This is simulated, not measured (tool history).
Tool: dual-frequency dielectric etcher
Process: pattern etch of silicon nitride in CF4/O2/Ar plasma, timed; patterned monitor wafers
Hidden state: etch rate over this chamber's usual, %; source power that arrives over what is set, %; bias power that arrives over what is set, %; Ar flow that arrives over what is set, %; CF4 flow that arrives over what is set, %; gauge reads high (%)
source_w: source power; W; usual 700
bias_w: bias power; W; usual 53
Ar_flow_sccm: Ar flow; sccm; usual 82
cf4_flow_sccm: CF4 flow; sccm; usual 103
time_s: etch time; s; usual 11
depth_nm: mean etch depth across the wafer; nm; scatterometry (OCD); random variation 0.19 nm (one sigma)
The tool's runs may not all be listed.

| run | day | source_w | bias_w | Ar_flow_sccm | cf4_flow_sccm | time_s | wafers since the last listed run | hours since the last wet clean | hours since the last source power generator calibration | hours since the last bias power generator calibration | hours since the last Ar flow controller change | hours since the last CF4 flow controller change | hours since the last upper electrode change | hours since the gauge calibration | read-back reference wafer on the same gauge, depth_nm | depth_nm |
|---|---|---|---|---|---|---|---|---|---|---|---|---|---|---|---|---|
| 1 | 0 | 700 | 53 | 82 | 103 | 9.5 | 0 | 475.2 | 3011.9 | 1102 | 2083.5 | 1637 | 2747.7 | 50 | 25.29 | 26.36 |
| 2 | 1.592 | 700 | 53 | 82 | 103 | 9.5 | 861 | 513.4 | 3050.1 | 1140.2 | 2121.7 | 1675.2 | 2785.9 | 88.2 | 25.29 | 26.24 |
|  | 5.358 | wet clean of the chamber |
| 3 | 5.379 | 700 | 53 | 82 | 103 | 9.5 | 1509 | 0.5 | 3141 | 1231.1 | 2212.6 | 1766.1 | 2876.8 | 179.1 | 25.3 | 26.5 |
| 4 | 7.679 | 700 | 53 | 82 | 103 | 11 | 1245 | 55.7 | 3196.2 | 1286.3 | 2267.8 | 1821.3 | 2932 | 234.3 | 25.3 | 30.68 |
| 5 | 12.096 | 700 | 60 | 98 | 103 | 11 | 2391 | 161.7 | 3302.2 | 1392.3 | 2373.8 | 1927.3 | 3038 | 340.3 | 25.31 | 31.81 |
| 6 | 13.8 | 700 | 53 | 82 | 119 | 11 | 922 | 202.6 | 3343.1 | 1433.2 | 2414.7 | 1968.2 | 3078.9 | 381.2 | 25.29 | 31.43 |
| 7 | 15.971 | 810 | 53 | 82 | 85 | 12 | 1175 | 254.7 | 3395.2 | 1485.3 | 2466.8 | 2020.3 | 3131 | 433.3 | 25.32 | 36.3 |
|  | 17.879 | Ar flow controller replaced |
| 8 | 19.154 | 700 | 59 | 82 | 103 | 11 | 1588 | 331.1 | 3471.6 | 1561.7 | 30.6 | 2096.7 | 3207.4 | 509.7 | 25.28 | 32.18 |
| 9 | 23.096 | 700 | 53 | 82 | 103 | 11 | 2134 | 425.7 | 3566.2 | 1656.3 | 125.2 | 2191.3 | 3302 | 604.3 | 25.28 | 30.77 |
|  | 25.688 | source power generator calibrated |
|  | 28.992 | wet clean of the chamber |
| 10 | 33.288 | 780 | 53 | 82 | 103 | 11 | 4887 | 103.1 | 182.4 | 1900.9 | 369.8 | 2435.9 | 3546.6 | 848.9 | 25.3 | 32.75 |
| 11 | 35.325 | 610 | 43 | 82 | 127 | 11 | 1103 | 152 | 231.3 | 1949.8 | 418.7 | 2484.8 | 3595.5 | 897.8 | 25.29 | 25.53 |
|  | 36.617 | upper electrode replaced |
| 12 | 38.858 | 760 | 59 | 88 | 103 | 11 | 1371 | 236.8 | 316.1 | 2034.6 | 503.5 | 2569.6 | 53.8 | 982.6 | 25.29 | 32.99 |
|  | 41.75 | bias power generator calibrated |
| 13 | 49.904 | 700 | 53 | 82 | 103 | 11 | 5891 | 501.9 | 581.2 | 195.7 | 768.6 | 2834.7 | 318.9 | 1247.7 | 25.3 | 30.23 |
|  | 51.546 | wet clean of the chamber |
|  | 52.104 | CF4 flow controller replaced |
| 14 | 53.962 | 650 | 53 | 82 | 119 | 14.5 | 1520 | 58 | 678.6 | 293.1 | 866 | 44.6 | 416.3 | 1345.1 | 25.25 | 38.33 |
| 15 | 58.346 | 640 | 53 | 82 | 86 | 11 | 2373 | 163.2 | 783.8 | 398.3 | 971.2 | 149.8 | 521.5 | 1450.3 | 25.31 | 27.47 |
| 16 | 64.2 | 700 | 53 | 82 | 103 | 8.5 | 3170 | 303.7 | 924.3 | 538.8 | 1111.7 | 290.3 | 662 | 1590.8 | 25.31 | 23.41 |
| 17 | 66.5 | 780 | 53 | 98 | 121 | 11 | 1245 | 358.9 | 979.5 | 594 | 1166.9 | 345.5 | 717.2 | 1646 | 25.34 | 33.52 |
| 18 | 69.542 | 700 | 53 | 96 | 103 | 11 | 1647 | 431.9 | 1052.5 | 667 | 1239.9 | 418.5 | 790.2 | 1719 | 25.28 | 30.29 |
| 19 | 71.225 | 700 | 64 | 82 | 94 | 11 | 911 | 472.3 | 1092.9 | 707.4 | 1280.3 | 458.9 | 830.6 | 1759.4 | 25.33 | 32.49 |
|  | 73.45 | gauge calibrated |
|  | 73.538 | wet clean of the chamber |
| 20 | 73.558 | 700 | 53 | 72 | 112 | 11 | 722 | 0.5 | 1148.9 | 763.4 | 1336.3 | 514.9 | 886.6 | 2.6 | 25.34 | 31.25 |
| 21 | 75.958 | 700 | 57 | 93 | 103 | 8.5 | 1299 | 58.1 | 1206.5 | 821 | 1393.9 | 572.5 | 944.2 | 60.2 | 25.32 | 23.94 |

4 ways to go on from here, each from the tool as it stands after run 21. What would each give?
| A | 75.975 | 700 | 53 | 82 | 103 | 11 | 9 | 58.5 | 1206.9 | 821.4 | 1394.3 | 572.9 | 944.6 | 60.6 | ? | ? |
| B | 75.975 | 700 | 60 | 63 | 80 | 8 | 9 | 58.5 | 1206.9 | 821.4 | 1394.3 | 572.9 | 944.6 | 60.6 | ? | ? |
| C | 75.975 | 700 | 65 | 82 | 94 | 14.5 | 9 | 58.5 | 1206.9 | 821.4 | 1394.3 | 572.9 | 944.6 | 60.6 | ? | ? |
| D | 75.975 | 550 | 53 | 67 | 123 | 13 | 9 | 58.5 | 1206.9 | 821.4 | 1394.3 | 572.9 | 944.6 | 60.6 | ? | ? |

| run | read-back reference wafer on the same gauge, depth_nm | depth_nm |
|---|---|---|
| A | 25.35 | 30.77 |
| B | 25.35 | 23.22 |
| C | 25.35 | 43.46 |
| D | 25.35 | 31.27 |
Without the tool's hidden state the same runs would have given:
| run | depth_nm |
|---|---|
| A | 30.18 |
| B | 22.77 |
| C | 42.62 |
| D | 30.66 |

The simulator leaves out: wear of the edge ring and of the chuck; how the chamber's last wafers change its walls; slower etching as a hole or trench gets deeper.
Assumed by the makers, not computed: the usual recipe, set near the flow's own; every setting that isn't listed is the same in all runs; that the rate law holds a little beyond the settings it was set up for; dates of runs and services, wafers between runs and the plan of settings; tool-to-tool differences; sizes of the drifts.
